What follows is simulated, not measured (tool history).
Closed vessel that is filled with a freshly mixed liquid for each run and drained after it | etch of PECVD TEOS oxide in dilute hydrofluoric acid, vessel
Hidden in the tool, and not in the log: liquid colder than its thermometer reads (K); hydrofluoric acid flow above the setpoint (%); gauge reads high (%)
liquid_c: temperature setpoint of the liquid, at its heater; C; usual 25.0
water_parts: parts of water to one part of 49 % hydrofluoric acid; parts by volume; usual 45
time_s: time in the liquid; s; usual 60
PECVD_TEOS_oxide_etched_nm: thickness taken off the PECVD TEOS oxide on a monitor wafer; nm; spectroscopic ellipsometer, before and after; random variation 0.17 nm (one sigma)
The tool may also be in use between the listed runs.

run,hour,liquid_c,water_parts,time_s,wafers since the last listed run,hours since the thermometer was replaced,hours since the hydrofluoric acid flow meter was replaced,hours since the gauge calibration,"read-back film thickness of the PECVD TEOS oxide reference wafer, read on the same gauge (nm)",PECVD_TEOS_oxide_etched_nm
1,0.0,25.0,45,60,0,2423.7,1104.6,224.6,60.49,32.33
2,61.0,22.5,45,60,5751,2484.7,1165.6,285.6,60.62,29.44
3,87.6,25.0,50,60,2508,2511.3,1192.2,312.2,60.68,29.17
4,102.3,25.0,50,60,1386,2526.0,1206.9,326.9,60.77,29.47
5,131.0,25.0,50,60,2706,2554.7,1235.6,355.6,60.82,29.22
6,162.0,26.5,45,60,2922,2585.7,1266.6,386.6,60.94,34.91
7,188.7,25.0,45,75,2517,2612.4,1293.3,413.3,61.04,41.30
8,216.8,25.0,45,75,2649,2640.5,1321.4,441.4,61.16,41.07
# hour 219.3: gauge calibrated
9,236.4,25.0,45,50,1848,2660.1,1341.0,17.1,60.08,26.67
10,265.8,25.0,45,60,2772,2689.5,1370.4,46.5,60.06,32.63
# hour 268.3: thermometer replaced
11,283.4,25.0,45,60,1565,15.1,1388.0,64.1,60.07,32.58
12,298.5,27.0,40,90,1423,30.2,1403.1,79.2,60.07,60.02
# hour 308.0: hydrofluoric acid flow meter replaced
13,319.7,25.0,65,80,1904,51.4,11.7,100.4,60.12,29.00
14,354.8,25.0,45,60,3309,86.5,46.8,135.5,60.15,32.38
15,381.6,23.0,55,60,2526,113.3,73.6,162.3,60.21,24.05
16,410.7,25.0,45,60,2743,142.4,102.7,191.4,60.26,32.45
17,439.5,25.0,65,60,2715,171.2,131.5,220.2,60.31,22.04
18,458.4,25.0,45,40,1782,190.1,150.4,239.1,60.32,21.63
19,488.3,25.0,45,60,2819,220.0,180.3,269.0,60.44,32.58
20,502.3,25.0,45,60,1320,234.0,194.3,283.0,60.48,32.60
21,515.5,22.0,55,75,1244,247.2,207.5,296.2,60.49,29.03
22,542.4,28.5,30,70,2536,274.1,234.4,323.1,60.58,66.90

5 ways to go on from here, each from the tool as it stands after run 22. What would each give?
A,543.1,25.0,45,60,66,274.8,235.1,323.8,?,?
B,543.1,25.0,30,60,66,274.8,235.1,323.8,?,?
C,543.1,25.0,30,50,66,274.8,235.1,323.8,?,?
D,543.1,21.5,60,75,66,274.8,235.1,323.8,?,?
E,543.1,27.0,60,60,66,274.8,235.1,323.8,?,?

run,"read-back film thickness of the PECVD TEOS oxide reference wafer, read on the same gauge (nm)",PECVD_TEOS_oxide_etched_nm
A,60.61,32.83
B,60.61,50.27
C,60.61,41.89
D,60.61,26.12
E,60.61,26.14
Without the tool's hidden state the same runs would have given:
run,PECVD_TEOS_oxide_etched_nm
A,32.50
B,49.77
C,41.47
D,25.86
E,25.88

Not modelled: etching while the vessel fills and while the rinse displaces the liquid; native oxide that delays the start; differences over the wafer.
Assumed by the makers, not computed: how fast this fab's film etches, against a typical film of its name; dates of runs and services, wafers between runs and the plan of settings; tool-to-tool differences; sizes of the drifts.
